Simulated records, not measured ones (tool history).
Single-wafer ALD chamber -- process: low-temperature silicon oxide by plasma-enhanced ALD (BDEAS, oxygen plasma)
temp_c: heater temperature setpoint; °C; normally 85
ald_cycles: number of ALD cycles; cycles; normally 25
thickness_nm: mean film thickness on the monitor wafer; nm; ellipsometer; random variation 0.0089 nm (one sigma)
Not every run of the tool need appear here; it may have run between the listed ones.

run     day  temp_c  ald_cycles  wafers since the last listed run  hours since the last thermocouple change  hours since the gauge calibration  read-back reference wafer on the same gauge, thickness_nm  thickness_nm
  1   0.000      85          25                                 0                                    1907.7                              292.5                                                      3.301         3.559
  2   0.538      85          25                                78                                    1920.6                              305.4                                                      3.302         3.550
  3   1.933      85          25                               204                                    1954.1                              338.9                                                      3.298         3.557
  4   3.142      85          25                               176                                    1983.1                              367.9                                                      3.299         3.563
  5   4.508      85          25                               200                                    2015.9                              400.7                                                      3.303         3.568
  6   5.896      85          25                               203                                    2049.2                              434.0                                                      3.300         3.559
      6.154  -- gauge calibrated
  7   7.167      85          25                               186                                    2079.7                               24.3                                                      3.302         3.543
  8   7.775      76          25                                89                                    2094.3                               38.9                                                      3.300         3.654
  9   9.121      76          25                               197                                    2126.6                               71.2                                                      3.303         3.665
 10   9.704      76          25                                85                                    2140.6                               85.2                                                      3.299         3.650
     11.083  -- thermocouple changed; heater temperature recalibrated
 11  11.104      85          22                               156                                       0.5                              118.8                                                      3.302         3.129
 12  12.479      78          30                               201                                      33.5                              151.8                                                      3.299         4.363
 13  13.850      85          25                               200                                      66.4                              184.7                                                      3.298         3.568
 14  14.733      70          29                               129                                      87.6                              205.9                                                      3.296         4.326
 15  15.442      85          28                               103                                     104.6                              222.9                                                      3.297         3.983
 16  16.383      85          25                               137                                     127.2                              245.5                                                      3.299         3.573
 17  17.846      71          23                               214                                     162.3                              280.6                                                      3.297         3.402
 18  18.654      70          20                               118                                     181.7                              300.0                                                      3.297         2.962
 19  19.383      85          25                               106                                     199.2                              317.5                                                      3.299         3.561
 20  20.362      78          28                               143                                     222.7                              341.0                                                      3.300         4.075

Predict each of these 3 candidate next runs independently; none follows another, all start after run 20:
  A  20.379      85          29                                 2                                     223.1                              341.4                                                          ?             ?
  B  20.379      85          21                                 2                                     223.1                              341.4                                                          ?             ?
  C  20.379      97          21                                 2                                     223.1                              341.4                                                          ?             ?

run  read-back reference wafer on the same gauge, thickness_nm  thickness_nm
  A                                                      3.300         4.127
  B                                                      3.300         2.988
  C                                                      3.300         2.880
Take away the tool's hidden state, keep each run's random variation, and the runs would have read:
run  thickness_nm
  A         4.127
  B         2.988
  C         2.880

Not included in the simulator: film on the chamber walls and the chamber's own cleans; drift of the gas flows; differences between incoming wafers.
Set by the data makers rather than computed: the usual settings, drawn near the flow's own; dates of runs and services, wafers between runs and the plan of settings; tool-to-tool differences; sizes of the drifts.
